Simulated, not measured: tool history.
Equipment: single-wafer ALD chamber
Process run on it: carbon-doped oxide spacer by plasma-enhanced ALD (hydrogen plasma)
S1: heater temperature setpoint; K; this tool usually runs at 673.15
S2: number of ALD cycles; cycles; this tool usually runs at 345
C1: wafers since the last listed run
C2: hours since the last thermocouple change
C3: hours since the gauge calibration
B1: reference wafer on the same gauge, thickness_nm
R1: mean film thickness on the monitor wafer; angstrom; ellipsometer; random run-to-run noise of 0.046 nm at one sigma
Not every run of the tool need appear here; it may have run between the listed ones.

Run 1, hour 0.0: usual settings; C1 0; C2 472.3; C3 82.5; B1 18.410. Result: R1 182.09 angstrom.
Run 2, hour 40.0: usual settings; C1 29; C2 512.3; C3 122.5; B1 18.403. Result: R1 181.96 angstrom.
Run 3, hour 91.5: usual settings but S1 682.15 K, S2 399 cycles; C1 38; C2 563.8; C3 174.0; B1 18.385. Result: R1 205.70 angstrom.
Run 4, hour 134.0: usual settings; C1 31; C2 606.3; C3 216.5; B1 18.372. Result: R1 181.87 angstrom.
Run 5, hour 194.1: usual settings; C1 44; C2 666.4; C3 276.6; B1 18.344. Result: R1 182.10 angstrom.
Run 6, hour 221.9: usual settings; C1 20; C2 694.2; C3 304.4; B1 18.361. Result: R1 182.93 angstrom.
Run 7, hour 253.3: usual settings; C1 23; C2 725.6; C3 335.8; B1 18.355. Result: R1 181.48 angstrom.
Run 8, hour 291.7: usual settings; C1 28; C2 764.0; C3 374.2; B1 18.310. Result: R1 181.91 angstrom.
Run 9, hour 316.5: usual settings; C1 18; C2 788.8; C3 399.0; B1 18.316. Result: R1 181.88 angstrom.
Run 10, hour 361.5: usual settings; C1 33; C2 833.8; C3 444.0; B1 18.291. Result: R1 181.68 angstrom.
Run 11, hour 411.3: usual settings; C1 36; C2 883.6; C3 493.8; B1 18.280. Result: R1 181.27 angstrom.
Run 12, hour 436.7: usual settings; C1 18; C2 909.0; C3 519.2; B1 18.272. Result: R1 180.31 angstrom.
Run 13, hour 468.0: usual settings; C1 23; C2 940.3; C3 550.5; B1 18.232. Result: R1 181.41 angstrom.
Run 14, hour 533.1: usual settings; C1 48; C2 1005.4; C3 615.6; B1 18.231. Result: R1 180.64 angstrom.
Run 15, hour 587.8: usual settings; C1 40; C2 1060.1; C3 670.3; B1 18.169. Result: R1 181.42 angstrom.
Run 16, hour 638.4: usual settings; C1 37; C2 1110.7; C3 720.9; B1 18.135. Result: R1 179.28 angstrom.
Run 17, hour 684.7: usual settings; C1 34; C2 1157.0; C3 767.2; B1 18.122. Result: R1 179.50 angstrom.
Run 18, hour 723.9: usual settings; C1 29; C2 1196.2; C3 806.4; B1 18.104. Result: R1 179.81 angstrom.
Run 19, hour 771.8: usual settings but S2 311 cycles; C1 35; C2 1244.1; C3 854.3; B1 18.032. Result: R1 161.45 angstrom.
Run 20, hour 797.3: usual settings but S1 665.15 K, S2 313 cycles; C1 18; C2 1269.6; C3 879.8; B1 18.007. Result: R1 162.06 angstrom.
Run 21, hour 865.4: usual settings but S2 399 cycles; C1 50; C2 1337.7; C3 947.9; B1 17.974. Result: R1 205.21 angstrom.
At hour 918.4: gauge calibrated.
Run 22, hour 925.9: usual settings; C1 44; C2 1398.2; C3 7.5; B1 18.373. Result: R1 181.64 angstrom.
Run 23, hour 966.4: usual settings but S2 300 cycles; C1 29; C2 1438.7; C3 48.0; B1 18.357. Result: R1 158.57 angstrom.
Run 24, hour 997.8: usual settings but S1 665.15 K, S2 300 cycles; C1 23; C2 1470.1; C3 79.4; B1 18.375. Result: R1 158.92 angstrom.

The next listed run, before its measurement:
Run 25, hour 1051.7: usual settings; C1 39; C2 1524.0; C3 133.3; B1 ?. Result: R1 ?.

Run 25 measured B1 18.349, R1 181.93 angstrom.
Take away the tool's hidden state, keep the run-to-run variation as it was, and the same run would have given R1 182.32 angstrom.
